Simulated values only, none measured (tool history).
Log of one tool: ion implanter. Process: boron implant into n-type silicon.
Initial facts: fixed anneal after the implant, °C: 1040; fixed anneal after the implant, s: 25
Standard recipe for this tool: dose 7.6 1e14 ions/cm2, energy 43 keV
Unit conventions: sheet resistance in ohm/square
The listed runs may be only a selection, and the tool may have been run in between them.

run,hour,dose,energy,"read-back reference wafer on the same gauge, sheet resistance",sheet resistance
1,0,7.6,43,168.91,147.99
2,40.9,7.6,43,169.07,147.59
3,80.5,7.6,43,169.01,146.86
4,132.6,6.71,43,169.05,162.36
5,164.4,6.71,43,169.07,160.76
6,193.5,7.6,51.5,168.79,144.13
7,244.4,7.6,51.5,169.17,144.31
8,287.8,7.6,51.5,169.22,143.35
9,340.1,7.6,43,169.1,145.02
10,374.5,7.6,43,168.99,144.92
11,440.3,7.6,43,168.87,145.68
12,465.4,7.6,43,169.16,144.58
13,643.5,6.28,43,168.95,167.81
14,686,8.69,43,169.07,129.34
15,751.8,8.69,43,169.05,128.88
# hour 785.1: extraction supply calibrated
16,799.5,8.69,43,168.94,129.36
17,848.8,7.6,43,168.87,144.71
18,880.3,7.6,43,169.02,143.78
19,949.4,5.65,55,169.06,178.39
20,1016.3,9.44,54.5,169.08,117.49
21,1087,6.8,54.5,169.08,152.79
22,1148.8,6.43,53.5,169.1,161.49
23,1186.3,6.52,51,168.94,158.65
24,1222.8,7.6,30.5,169.08,148.91
25,1271.2,6.76,32,168.92,163.2
# hour 1294.7: gauge calibrated
26,1339.4,7.6,53,168.98,140.9
27,1400.7,9.24,43,169.02,122.2
28,1432,7.6,37,168.93,146.39
# hour 1480.4: Faraday cup replaced and dose calibrated
29,1482.4,5.51,38.5,168.97,195.38
30,1532.6,6.31,53.5,168.84,169.36
31,1599.8,7.6,43,169.02,149.02
32,1648.6,6.45,38,168.89,170.73
33,1712.2,9.03,38,169.04,129.54
34,1757.3,7.6,43,169.05,147.69
35,1784.2,8.76,47.5,169.04,130
36,1830.4,9.09,33,168.94,129.2
37,1870.1,7.6,43,169.05,146.77

Below are 4 alternative next runs, each starting from the tool's condition after run 37. Predict each:
A,1870.5,7.6,43,?,?
B,1870.5,7.6,48,?,?
C,1870.5,9.27,43,?,?
D,1870.5,9.3,30,?,?

run,"read-back reference wafer on the same gauge, sheet resistance",sheet resistance
A,169.08,146.83
B,169.08,145.34
C,169.08,124.89
D,169.08,128.26
Without the tool's unlogged condition, the same runs would have read:
run,sheet resistance
A,149.21
B,147.69
C,126.95
D,130.42

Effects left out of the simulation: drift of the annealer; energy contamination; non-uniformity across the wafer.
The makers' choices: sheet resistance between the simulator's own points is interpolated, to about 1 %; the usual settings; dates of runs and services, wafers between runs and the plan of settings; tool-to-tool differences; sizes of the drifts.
